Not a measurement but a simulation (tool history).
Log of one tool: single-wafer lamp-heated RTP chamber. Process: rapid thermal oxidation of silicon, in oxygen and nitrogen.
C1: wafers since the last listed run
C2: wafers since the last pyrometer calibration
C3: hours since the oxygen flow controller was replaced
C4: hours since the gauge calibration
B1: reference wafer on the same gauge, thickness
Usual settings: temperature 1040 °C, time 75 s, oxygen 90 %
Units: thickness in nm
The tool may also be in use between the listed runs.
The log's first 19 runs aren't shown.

Run 20, hour 464.5: usual settings; C1 240; C2 244; C3 2536.6; C4 814.2; B1 9.613. Result: thickness 8.222 nm.
At hour 472.7: gauge calibrated.
Run 21, hour 487.2: usual settings but temperature 1027 °C, time 58 s; C1 181; C2 426; C3 2559.3; C4 14.5; B1 9.620. Result: thickness 6.745 nm.
Run 22, hour 507.1: usual settings but oxygen 70 %; C1 159; C2 586; C3 2579.2; C4 34.4; B1 9.628. Result: thickness 7.533 nm.
Run 23, hour 596.9: usual settings but temperature 1015 °C, oxygen 67 %; C1 719; C2 1306; C3 2669.0; C4 124.2; B1 9.619. Result: thickness 6.248 nm.
Run 24, hour 614.5: usual settings but temperature 1066 °C, time 112 s, oxygen 98 %; C1 141; C2 1447; C3 2686.6; C4 141.8; B1 9.622. Result: thickness 12.363 nm.
At hour 665.7: oxygen flow controller replaced.
Run 25, hour 678.2: usual settings; C1 446; C2 1893; C3 12.5; C4 205.5; B1 9.621. Result: thickness 8.289 nm.
Run 26, hour 714.2: usual settings but oxygen 77 %; C1 288; C2 2182; C3 48.5; C4 241.5; B1 9.619. Result: thickness 7.916 nm.
Run 27, hour 739.8: usual settings; C1 205; C2 2387; C3 74.1; C4 267.1; B1 9.620. Result: thickness 8.326 nm.
Run 28, hour 754.4: usual settings but temperature 1016 °C, time 38 s, oxygen 98 %; C1 117; C2 2504; C3 88.7; C4 281.7; B1 9.612. Result: thickness 5.385 nm.
Run 29, hour 776.2: usual settings but temperature 1013 °C, time 103 s, oxygen 80 %; C1 174; C2 2679; C3 110.5; C4 303.5; B1 9.624. Result: thickness 7.667 nm.
Run 30, hour 791.8: usual settings; C1 125; C2 2804; C3 126.1; C4 319.1; B1 9.619. Result: thickness 8.324 nm.
Run 31, hour 817.9: usual settings; C1 209; C2 3013; C3 152.2; C4 345.2; B1 9.621. Result: thickness 8.313 nm.
Run 32, hour 851.1: usual settings; C1 266; C2 3279; C3 185.4; C4 378.4; B1 9.616. Result: thickness 8.342 nm.
Run 33, hour 872.0: usual settings but temperature 1032 °C, oxygen 67 %; C1 167; C2 3447; C3 206.3; C4 399.3; B1 9.623. Result: thickness 7.117 nm.
Run 34, hour 887.1: usual settings but temperature 1055 °C, time 55 s, oxygen 98 %; C1 121; C2 3568; C3 221.4; C4 414.4; B1 9.617. Result: thickness 8.318 nm.
Run 35, hour 905.7: usual settings; C1 149; C2 3717; C3 240.0; C4 433.0; B1 9.617. Result: thickness 8.389 nm.
Run 36, hour 955.8: usual settings but time 55 s, oxygen 61 %; C1 401; C2 4119; C3 290.1; C4 483.1; B1 9.622. Result: thickness 6.367 nm.
Run 37, hour 989.4: usual settings but oxygen 72 %; C1 269; C2 4388; C3 323.7; C4 516.7; B1 9.619. Result: thickness 7.790 nm.

5 ways to go on from here, each from the tool as it stands after run 37. What would each give?
Run A, hour 989.9: usual settings; C1 4; C2 4392; C3 324.2; C4 517.2; B1 ?. Result: thickness ?.
Run B, hour 989.9: usual settings but temperature 1048 °C, time 60 s, oxygen 98 %; C1 4; C2 4392; C3 324.2; C4 517.2; B1 ?. Result: thickness ?.
Run C, hour 989.9: usual settings but temperature 1022 °C, time 90 s, oxygen 81 %; C1 4; C2 4392; C3 324.2; C4 517.2; B1 ?. Result: thickness ?.
Run D, hour 989.9: usual settings but temperature 1065 °C, time 50 s, oxygen 98 %; C1 4; C2 4392; C3 324.2; C4 517.2; B1 ?. Result: thickness ?.
Run E, hour 989.9: usual settings but time 51 s, oxygen 75 %; C1 4; C2 4392; C3 324.2; C4 517.2; B1 ?. Result: thickness ?.

run     B1  thickness
  A  9.618      8.432
  B  9.618      8.310
  C  9.618      7.766
  D  9.618      8.596
  E  9.618      6.655
Without the tool's hidden state the same runs would have given:
run  thickness
  A      8.247
  B      8.131
  C      7.591
  D      8.415
  E      6.511
